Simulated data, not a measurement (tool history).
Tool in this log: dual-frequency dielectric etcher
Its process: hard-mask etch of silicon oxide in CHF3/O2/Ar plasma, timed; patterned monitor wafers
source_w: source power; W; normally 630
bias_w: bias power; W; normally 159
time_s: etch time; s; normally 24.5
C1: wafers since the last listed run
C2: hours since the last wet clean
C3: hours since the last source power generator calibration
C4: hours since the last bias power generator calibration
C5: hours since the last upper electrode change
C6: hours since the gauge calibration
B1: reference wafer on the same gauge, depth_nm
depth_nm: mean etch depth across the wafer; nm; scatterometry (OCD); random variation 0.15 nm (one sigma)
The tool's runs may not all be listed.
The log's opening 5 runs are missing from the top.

{"run": 6, "day": 15.921, "source_w": 630, "bias_w": 188, "time_s": 24.5, "C1": 1346, "C2": 324.1, "C3": 1327.7, "C4": 1100.6, "C5": 3453.7, "C6": 1216.8, "B1": 43.99, "depth_nm": 44.19}
{"run": 7, "day": 18.733, "source_w": 630, "bias_w": 159, "time_s": 22.5, "C1": 1017, "C2": 391.6, "C3": 1395.2, "C4": 1168.1, "C5": 3521.2, "C6": 1284.3, "B1": 43.88, "depth_nm": 38.72}
{"run": 8, "day": 21.55, "source_w": 630, "bias_w": 159, "time_s": 22.5, "C1": 1018, "C2": 459.2, "C3": 1462.8, "C4": 1235.7, "C5": 3588.8, "C6": 1351.9, "B1": 43.93, "depth_nm": 38.69}
{"run": 9, "day": 25.404, "source_w": 630, "bias_w": 159, "time_s": 24.5, "C1": 1394, "C2": 551.7, "C3": 1555.3, "C4": 1328.2, "C5": 3681.3, "C6": 1444.4, "B1": 43.79, "depth_nm": 42.19}
{"day": 27.058, "done": "wet clean of the chamber"}
{"run": 10, "day": 29.033, "source_w": 630, "bias_w": 159, "time_s": 24.5, "C1": 951, "C2": 47.4, "C3": 1642.4, "C4": 1415.3, "C5": 3768.4, "C6": 1531.5, "B1": 43.71, "depth_nm": 42.12}
{"run": 11, "day": 33.021, "source_w": 630, "bias_w": 159, "time_s": 24.5, "C1": 1442, "C2": 143.1, "C3": 1738.1, "C4": 1511.0, "C5": 3864.1, "C6": 1627.2, "B1": 43.61, "depth_nm": 42.01}
{"run": 12, "day": 36.879, "source_w": 630, "bias_w": 159, "time_s": 24.5, "C1": 1395, "C2": 235.7, "C3": 1830.7, "C4": 1603.6, "C5": 3956.7, "C6": 1719.8, "B1": 43.59, "depth_nm": 42.25}
{"day": 41.896, "done": "upper electrode replaced"}
{"run": 13, "day": 43.079, "source_w": 630, "bias_w": 159, "time_s": 29.0, "C1": 1881, "C2": 384.5, "C3": 1979.5, "C4": 1752.4, "C5": 28.4, "C6": 1868.6, "B1": 43.5, "depth_nm": 49.61}
{"day": 46.083, "done": "source power generator calibrated"}
{"run": 14, "day": 46.558, "source_w": 630, "bias_w": 159, "time_s": 24.5, "C1": 1198, "C2": 468.0, "C3": 11.4, "C4": 1835.9, "C5": 111.9, "C6": 1952.1, "B1": 43.46, "depth_nm": 41.86}
{"day": 50.15, "done": "wet clean of the chamber"}
{"run": 15, "day": 50.275, "source_w": 630, "bias_w": 159, "time_s": 24.5, "C1": 982, "C2": 3.0, "C3": 100.6, "C4": 1925.1, "C5": 201.1, "C6": 2041.3, "B1": 43.38, "depth_nm": 41.95}
{"day": 50.796, "done": "bias power generator calibrated"}
{"run": 16, "day": 52.633, "source_w": 490, "bias_w": 159, "time_s": 24.5, "C1": 792, "C2": 59.6, "C3": 157.2, "C4": 44.1, "C5": 257.7, "C6": 2097.9, "B1": 43.33, "depth_nm": 38.0}
{"day": 55.15, "done": "gauge calibrated"}
{"run": 17, "day": 56.575, "source_w": 560, "bias_w": 177, "time_s": 24.5, "C1": 1425, "C2": 154.2, "C3": 251.8, "C4": 138.7, "C5": 352.3, "C6": 34.2, "B1": 44.81, "depth_nm": 42.36}
{"run": 18, "day": 59.1, "source_w": 670, "bias_w": 145, "time_s": 24.5, "C1": 913, "C2": 214.8, "C3": 312.4, "C4": 199.3, "C5": 412.9, "C6": 94.8, "B1": 44.76, "depth_nm": 42.86}
{"run": 19, "day": 63.308, "source_w": 630, "bias_w": 189, "time_s": 31.0, "C1": 1522, "C2": 315.8, "C3": 413.4, "C4": 300.3, "C5": 513.9, "C6": 195.8, "B1": 44.66, "depth_nm": 56.79}
{"run": 20, "day": 65.571, "source_w": 720, "bias_w": 133, "time_s": 21.0, "C1": 818, "C2": 370.1, "C3": 467.7, "C4": 354.6, "C5": 568.2, "C6": 250.1, "B1": 44.61, "depth_nm": 37.44}
{"run": 21, "day": 69.142, "source_w": 630, "bias_w": 122, "time_s": 24.5, "C1": 1291, "C2": 455.8, "C3": 553.4, "C4": 440.3, "C5": 653.9, "C6": 335.8, "B1": 44.55, "depth_nm": 40.6}
{"run": 22, "day": 72.412, "source_w": 630, "bias_w": 120, "time_s": 22.5, "C1": 1183, "C2": 534.3, "C3": 631.9, "C4": 518.8, "C5": 732.4, "C6": 414.3, "B1": 44.52, "depth_nm": 37.11}
{"run": 23, "day": 74.242, "source_w": 540, "bias_w": 149, "time_s": 17.5, "C1": 661, "C2": 578.2, "C3": 675.8, "C4": 562.7, "C5": 776.3, "C6": 458.2, "B1": 44.46, "depth_nm": 28.47}
{"day": 76.662, "done": "wet clean of the chamber"}
{"run": 24, "day": 77.033, "source_w": 630, "bias_w": 140, "time_s": 30.5, "C1": 648, "C2": 8.9, "C3": 742.8, "C4": 629.7, "C5": 843.3, "C6": 525.2, "B1": 44.41, "depth_nm": 51.63}
{"run": 25, "day": 87.429, "source_w": 630, "bias_w": 159, "time_s": 24.5, "C1": 3760, "C2": 258.4, "C3": 992.3, "C4": 879.2, "C5": 1092.8, "C6": 774.7, "B1": 44.13, "depth_nm": 42.5}
{"run": 26, "day": 89.45, "source_w": 500, "bias_w": 192, "time_s": 30.5, "C1": 731, "C2": 306.9, "C3": 1040.8, "C4": 927.7, "C5": 1141.3, "C6": 823.2, "B1": 44.12, "depth_nm": 50.81}
{"run": 27, "day": 91.908, "source_w": 700, "bias_w": 171, "time_s": 22.5, "C1": 889, "C2": 365.9, "C3": 1099.8, "C4": 986.7, "C5": 1200.3, "C6": 882.2, "B1": 44.12, "depth_nm": 41.27}
{"run": 28, "day": 94.358, "source_w": 630, "bias_w": 159, "time_s": 30.0, "C1": 886, "C2": 424.7, "C3": 1158.6, "C4": 1045.5, "C5": 1259.1, "C6": 941.0, "B1": 44.03, "depth_nm": 52.05}
{"run": 29, "day": 97.45, "source_w": 630, "bias_w": 159, "time_s": 24.5, "C1": 1118, "C2": 498.9, "C3": 1232.8, "C4": 1119.7, "C5": 1333.3, "C6": 1015.2, "B1": 44.02, "depth_nm": 42.49}
{"run": 30, "day": 99.621, "source_w": 580, "bias_w": 159, "time_s": 19.0, "C1": 785, "C2": 551.0, "C3": 1284.9, "C4": 1171.8, "C5": 1385.4, "C6": 1067.3, "B1": 43.96, "depth_nm": 31.82}

Forecast each of these 3 alternatives for the next run:
{"run": "A", "day": 99.638, "source_w": 630, "bias_w": 143, "time_s": 24.5, "C1": 6, "C2": 551.4, "C3": 1285.3, "C4": 1172.2, "C5": 1385.8, "C6": 1067.7, "B1": "?", "depth_nm": "?"}
{"run": "B", "day": 99.638, "source_w": 630, "bias_w": 185, "time_s": 18.0, "C1": 6, "C2": 551.4, "C3": 1285.3, "C4": 1172.2, "C5": 1385.8, "C6": 1067.7, "B1": "?", "depth_nm": "?"}
{"run": "C", "day": 99.638, "source_w": 630, "bias_w": 194, "time_s": 20.5, "C1": 6, "C2": 551.4, "C3": 1285.3, "C4": 1172.2, "C5": 1385.8, "C6": 1067.7, "B1": "?", "depth_nm": "?"}

run=A B1=43.99 depth_nm=41.49
run=B B1=43.99 depth_nm=32.40
run=C B1=43.99 depth_nm=37.34
With the hidden condition removed and each run's random variation left untouched, the same runs would have given:
run=A depth_nm=42.46
run=B depth_nm=33.15
run=C depth_nm=38.21

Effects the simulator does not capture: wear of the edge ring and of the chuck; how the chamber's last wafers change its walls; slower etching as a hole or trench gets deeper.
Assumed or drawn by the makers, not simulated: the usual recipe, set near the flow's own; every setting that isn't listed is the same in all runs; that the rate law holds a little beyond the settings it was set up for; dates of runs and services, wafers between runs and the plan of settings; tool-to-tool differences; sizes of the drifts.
